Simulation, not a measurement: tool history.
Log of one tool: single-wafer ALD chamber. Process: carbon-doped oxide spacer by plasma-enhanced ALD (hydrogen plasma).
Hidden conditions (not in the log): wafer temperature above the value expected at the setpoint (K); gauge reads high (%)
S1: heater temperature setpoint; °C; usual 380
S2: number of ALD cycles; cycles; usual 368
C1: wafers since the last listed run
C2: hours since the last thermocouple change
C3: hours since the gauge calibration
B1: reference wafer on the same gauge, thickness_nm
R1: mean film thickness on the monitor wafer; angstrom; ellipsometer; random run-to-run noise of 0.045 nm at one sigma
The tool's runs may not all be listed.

run 1 hour=0.0 | S1=380 S2=397 | C1=0 C2=2433.4 C3=141.2 | B1=15.397 | R1=192.85
run 2 hour=16.6 | S1=380 S2=397 | C1=17 C2=2450.0 C3=157.8 | B1=15.395 | R1=193.37
-- hour=22.7 gauge calibrated
run 3 hour=26.1 | S1=380 S2=397 | C1=10 C2=2459.5 C3=3.4 | B1=15.404 | R1=193.16
run 4 hour=32.7 | S1=380 S2=368 | C1=7 C2=2466.1 C3=10.0 | B1=15.396 | R1=178.11
run 5 hour=47.9 | S1=380 S2=368 | C1=16 C2=2481.3 C3=25.2 | B1=15.403 | R1=178.98
run 6 hour=54.0 | S1=380 S2=368 | C1=6 C2=2487.4 C3=31.3 | B1=15.388 | R1=178.32
run 7 hour=60.9 | S1=380 S2=368 | C1=7 C2=2494.3 C3=38.2 | B1=15.400 | R1=179.95
run 8 hour=71.1 | S1=380 S2=368 | C1=10 C2=2504.5 C3=48.4 | B1=15.400 | R1=178.65
run 9 hour=81.7 | S1=370 S2=422 | C1=11 C2=2515.1 C3=59.0 | B1=15.400 | R1=204.06
run 10 hour=89.8 | S1=370 S2=422 | C1=8 C2=2523.2 C3=67.1 | B1=15.406 | R1=205.04
run 11 hour=105.9 | S1=380 S2=368 | C1=17 C2=2539.3 C3=83.2 | B1=15.396 | R1=179.51
run 12 hour=115.9 | S1=380 S2=352 | C1=10 C2=2549.3 C3=93.2 | B1=15.393 | R1=171.60
run 13 hour=128.1 | S1=380 S2=352 | C1=13 C2=2561.5 C3=105.4 | B1=15.397 | R1=170.89
run 14 hour=136.4 | S1=380 S2=352 | C1=8 C2=2569.8 C3=113.7 | B1=15.399 | R1=170.96
-- hour=160.3 thermocouple changed; heater temperature recalibrated
run 15 hour=160.8 | S1=380 S2=368 | C1=17 C2=0.5 C3=138.1 | B1=15.399 | R1=179.38
run 16 hour=161.7 | S1=380 S2=368 | C1=0 C2=1.4 C3=139.0 | B1=15.403 | R1=179.06
run 17 hour=174.6 | S1=380 S2=368 | C1=13 C2=14.3 C3=151.9 | B1=15.404 | R1=179.09
run 18 hour=187.6 | S1=387 S2=368 | C1=13 C2=27.3 C3=164.9 | B1=15.397 | R1=178.45
run 19 hour=201.0 | S1=380 S2=414 | C1=14 C2=40.7 C3=178.3 | B1=15.400 | R1=200.83
-- hour=211.6 gauge calibrated
run 20 hour=213.0 | S1=376 S2=413 | C1=12 C2=52.7 C3=1.4 | B1=15.401 | R1=200.18
run 21 hour=222.4 | S1=380 S2=368 | C1=10 C2=62.1 C3=10.8 | B1=15.403 | R1=178.31
run 22 hour=229.3 | S1=380 S2=298 | C1=7 C2=69.0 C3=17.7 | B1=15.409 | R1=145.23
run 23 hour=240.7 | S1=393 S2=313 | C1=12 C2=80.4 C3=29.1 | B1=15.405 | R1=152.58
run 24 hour=258.6 | S1=388 S2=406 | C1=19 C2=98.3 C3=47.0 | B1=15.393 | R1=197.75
run 25 hour=266.6 | S1=384 S2=330 | C1=8 C2=106.3 C3=55.0 | B1=15.393 | R1=160.29
run 26 hour=297.3 | S1=380 S2=327 | C1=32 C2=137.0 C3=85.7 | B1=15.390 | R1=159.35
run 27 hour=308.6 | S1=387 S2=299 | C1=12 C2=148.3 C3=97.0 | B1=15.396 | R1=145.26
run 28 hour=318.4 | S1=371 S2=301 | C1=10 C2=158.1 C3=106.8 | B1=15.396 | R1=146.00
run 29 hour=336.1 | S1=380 S2=368 | C1=19 C2=175.8 C3=124.5 | B1=15.400 | R1=178.51

Consider 3 possible next runs. They are alternatives, not a sequence: every one starts from the tool as it was left by run 29. What does each give?
run A hour=337.1 | S1=380 S2=368 | C1=1 C2=176.8 C3=125.5 | B1=? | R1=?
run B hour=337.1 | S1=380 S2=437 | C1=1 C2=176.8 C3=125.5 | B1=? | R1=?
run C hour=337.1 | S1=385 S2=407 | C1=1 C2=176.8 C3=125.5 | B1=? | R1=?

run=A B1=15.407 R1=177.97
run=B B1=15.407 R1=211.34
run=C B1=15.407 R1=196.83
Without the tool's unlogged condition, the same runs would have read:
run=A R1=177.97
run=B R1=211.34
run=C R1=196.83
